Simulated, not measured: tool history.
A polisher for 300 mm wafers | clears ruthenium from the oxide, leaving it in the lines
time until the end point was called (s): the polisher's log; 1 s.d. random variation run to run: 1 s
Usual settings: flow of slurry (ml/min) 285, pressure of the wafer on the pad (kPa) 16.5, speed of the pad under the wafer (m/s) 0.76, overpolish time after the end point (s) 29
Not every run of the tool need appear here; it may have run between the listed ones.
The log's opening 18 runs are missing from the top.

run    hour  flow of slurry (ml/min)  pressure of the wafer on the pad (kPa)  speed of the pad under the wafer (m/s)  overpolish time after the end point (s)  wafers since the last listed run  wafers polished on this pad  hours since the slurry nozzle was cleaned  hours since the head pressure was calibrated  incoming thickness of the incoming film, nm  time until the end point was called (s)
 19   963.8                      350                                    18.6                                    0.54                                       14                               427                         2066                                      543.7                                         201.6                                         75.9                                    101.8
 20  1026.9                      250                                    18.6                                    0.98                                       18                               503                         2569                                      606.8                                         264.7                                         74.7                                     57.2
     1041.9  -- worn pad replaced by a new one
 21  1064.1                      250                                    16.5                                    1.02                                       15                               265                          177                                      644.0                                         301.9                                         74.4                                     59.9
     1166.7  -- slurry nozzle cleaned
 22  1186.2                      245                                    13.1                                    0.76                                       29                               966                         1144                                       19.5                                         424.0                                         75.2                                    101.8
 23  1225.7                      250                                    12.4                                    0.58                                       29                               315                         1459                                       59.0                                         463.5                                         76.0                                    146.3
 24  1277.9                      285                                    11.7                                    0.76                                       29                               416                         1876                                      111.2                                         515.7                                         74.7                                    115.9
 25  1330.2                      360                                    11.7                                    0.92                                       18                               417                         2293                                      163.5                                         568.0                                         76.0                                     95.0
     1353.8  -- worn pad replaced by a new one
 26  1378.0                      285                                    16.5                                    0.76                                       29                               349                          192                                      211.3                                         615.8                                         75.7                                     80.4
 27  1422.5                      225                                    16.5                                    0.76                                       37                               355                          548                                      255.8                                         660.3                                         74.6                                     81.1
     1460.3  -- head pressure recalibrated
 28  1483.5                      250                                    16.5                                    1.02                                       15                               470                         1019                                      316.8                                          23.2                                         73.9                                     60.3
 29  1542.0                      285                                    13.8                                    0.92                                       29                               467                         1486                                      375.3                                          81.7                                         74.0                                     80.1
 30  1570.7                      285                                    20.0                                    0.60                                       19                               229                         1715                                      404.0                                         110.4                                         75.3                                     86.6
 31  1617.3                      350                                    11.0                                    0.86                                       29                               372                         2087                                      450.6                                         157.0                                         75.6                                    109.9

3 options for the next run, each taken on its own from the tool as it stands now. Forecast them:
  A  1617.8                      285                                    19.3                                    0.76                                       29                                 3                         2091                                      451.1                                         157.5                                         75.2                                        ?
  B  1617.8                      200                                    20.0                                    0.90                                       14                                 3                         2091                                      451.1                                         157.5                                         75.2                                        ?
  C  1617.8                      195                                    20.0                                    0.76                                       29                                 3                         2091                                      451.1                                         157.5                                         75.2                                        ?

run  time until the end point was called (s)
  A                                     72.9
  B                                     61.4
  C                                     72.8
With the hidden condition removed and each run's random variation left untouched, the same runs would have given:
run  time until the end point was called (s)
  A                                     68.9
  B                                     58.0
  C                                     68.8
